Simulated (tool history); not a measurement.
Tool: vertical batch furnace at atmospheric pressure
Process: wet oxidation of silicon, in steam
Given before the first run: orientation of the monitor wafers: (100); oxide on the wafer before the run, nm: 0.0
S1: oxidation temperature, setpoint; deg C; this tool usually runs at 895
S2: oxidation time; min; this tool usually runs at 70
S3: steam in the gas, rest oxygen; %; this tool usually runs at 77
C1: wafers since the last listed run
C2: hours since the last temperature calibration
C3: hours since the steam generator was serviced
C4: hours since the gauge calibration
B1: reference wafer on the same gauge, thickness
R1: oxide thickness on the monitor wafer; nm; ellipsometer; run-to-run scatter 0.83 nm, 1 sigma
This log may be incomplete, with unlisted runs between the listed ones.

run	hour	S1	S2	S3	C1	C2	C3	C4	B1	R1
1	0	895	70	77	0	1315.5	939.5	288.6	152.31	133.76
2	40.8	895	70	77	429	1356.3	980.3	329.4	152.2	132.65
3	144.8	895	70	77	1094	1460.3	1084.3	433.4	151.69	133
4	193.8	895	70	77	515	1509.3	1133.3	482.4	152.2	130.16
5	272.1	895	70	77	823	1587.6	1211.6	560.7	151.91	131.86
6	354.6	895	70	77	868	1670.1	1294.1	643.2	151.8	131.71
7	391.3	895	93.5	73	386	1706.8	1330.8	679.9	152.16	163.49
8	457.5	895	70	77	696	1773	1397	746.1	151.97	131.76
9	552.9	895	70	77	1003	1868.4	1492.4	841.5	151.84	131.25
10	614.4	909	70	77	647	1929.9	1553.9	903	152.38	159.61
11	685.2	909	70	77	744	2000.7	1624.7	973.8	151.6	158.32
12	732.2	906	80.5	77	494	2047.7	1671.7	1020.8	151.84	175.38
13	821	895	93.5	73	934	2136.5	1760.5	1109.6	151.91	162.65
# hour 889.6: thermocouples replaced and temperature profile calibrated
14	911.8	871	57	85	702	22.2	1851.3	1200.4	151.79	79.67
15	982.9	902	95	87	748	93.3	1922.4	1271.5	152.14	211.09
16	1055.8	878	80.5	66	767	166.2	1995.3	1344.4	151.94	97.52
# hour 1058.7: gauge calibrated
17	1125.5	895	70	77	733	235.9	2065	66.8	152.11	130.68
# hour 1192.9: steam generator serviced
18	1220	870	87.5	70	741	330.4	27.1	161.3	151.83	105.18
19	1302.1	880	70	77	863	412.5	109.2	243.4	152.2	109.36
20	1338.7	880	35.5	67	385	449.1	145.8	280	152.26	49.51
21	1445.3	895	87.5	77	1121	555.7	252.4	386.6	152.17	167.9
22	1526.1	895	70	77	850	636.5	333.2	467.4	151.44	134.67
23	1579.6	872	100	77	562	690	386.7	520.9	151.68	131.84

Alternative continuations, all from the tool just after run 23; predict every row:
A	1585	895	39	77	56	695.4	392.1	526.3	?	?
B	1585	904	92.5	68	56	695.4	392.1	526.3	?	?
C	1585	886	51.5	88	56	695.4	392.1	526.3	?	?
D	1585	913	103.5	72	56	695.4	392.1	526.3	?	?
E	1585	878	97	88	56	695.4	392.1	526.3	?	?

run	B1	R1
A	152.62	78.36
B	152.62	176.21
C	152.62	100.03
D	152.62	228.09
E	152.62	158.53
Had the tool no hidden state, the same runs would have come out as:
run	R1
A	80.9
B	181.55
C	103.25
D	234.72
E	163.51
